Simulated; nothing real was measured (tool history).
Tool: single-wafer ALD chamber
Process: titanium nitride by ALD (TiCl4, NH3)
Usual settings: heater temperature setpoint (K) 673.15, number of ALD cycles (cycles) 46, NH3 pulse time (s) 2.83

| run | hour | heater temperature setpoint (K) | number of ALD cycles (cycles) | NH3 pulse time (s) | read-back reference wafer on the same gauge, thickness_nm | mean film thickness on the monitor wafer (angstrom) |
|---|---|---|---|---|---|---|
| 1 | 0.0 | 673.15 | 46 | 2.83 | 1.122 | 10.08 |
| 2 | 18.2 | 673.15 | 46 | 2.83 | 1.123 | 10.15 |
| 3 | 36.1 | 670.15 | 46 | 2.83 | 1.123 | 10.08 |
| 4 | 64.4 | 670.15 | 46 | 2.83 | 1.124 | 10.14 |
| 5 | 89.1 | 673.15 | 46 | 2.83 | 1.125 | 10.10 |
| 6 | 111.1 | 673.15 | 46 | 2.83 | 1.126 | 10.10 |
| 7 | 141.2 | 673.15 | 40 | 2.83 | 1.126 | 8.81 |
|  | 171.2 | gauge calibrated |
| 8 | 173.6 | 673.15 | 40 | 2.83 | 1.115 | 8.71 |
| 9 | 201.4 | 673.15 | 40 | 2.83 | 1.118 | 8.74 |
| 10 | 219.2 | 679.15 | 53 | 3.68 | 1.119 | 11.65 |
| 11 | 251.5 | 680.15 | 46 | 2.83 | 1.122 | 10.07 |
| 12 | 272.2 | 680.15 | 41 | 2.83 | 1.123 | 9.01 |
| 13 | 299.7 | 673.15 | 46 | 2.29 | 1.124 | 10.02 |
|  | 333.1 | thermocouple changed; heater temperature recalibrated |
|  | 334.0 | showerhead replaced |
| 14 | 334.5 | 673.15 | 46 | 3.20 | 1.125 | 10.08 |
| 15 | 351.0 | 664.15 | 52 | 2.41 | 1.125 | 11.32 |
| 16 | 380.5 | 670.15 | 46 | 2.83 | 1.126 | 10.08 |
| 17 | 403.2 | 673.15 | 50 | 2.83 | 1.127 | 11.06 |
| 18 | 418.0 | 673.15 | 46 | 2.83 | 1.127 | 10.16 |
| 19 | 437.8 | 679.15 | 53 | 3.68 | 1.126 | 11.75 |

4 ways to go on from here, each from the tool as it stands after run 19. What would each give?
| A | 438.3 | 673.15 | 46 | 2.83 | ? | ? |
| B | 438.3 | 666.15 | 50 | 2.05 | ? | ? |
| C | 438.3 | 659.15 | 46 | 1.86 | ? | ? |
| D | 438.3 | 683.15 | 43 | 2.15 | ? | ? |

| run | read-back reference wafer on the same gauge, thickness_nm | mean film thickness on the monitor wafer (angstrom) |
|---|---|---|
| A | 1.127 | 10.15 |
| B | 1.127 | 10.90 |
| C | 1.127 | 9.95 |
| D | 1.127 | 9.45 |
Without the tool's hidden state the same runs would have given:
| run | mean film thickness on the monitor wafer (angstrom) |
|---|---|
| A | 10.02 |
| B | 10.77 |
| C | 9.83 |
| D | 9.34 |
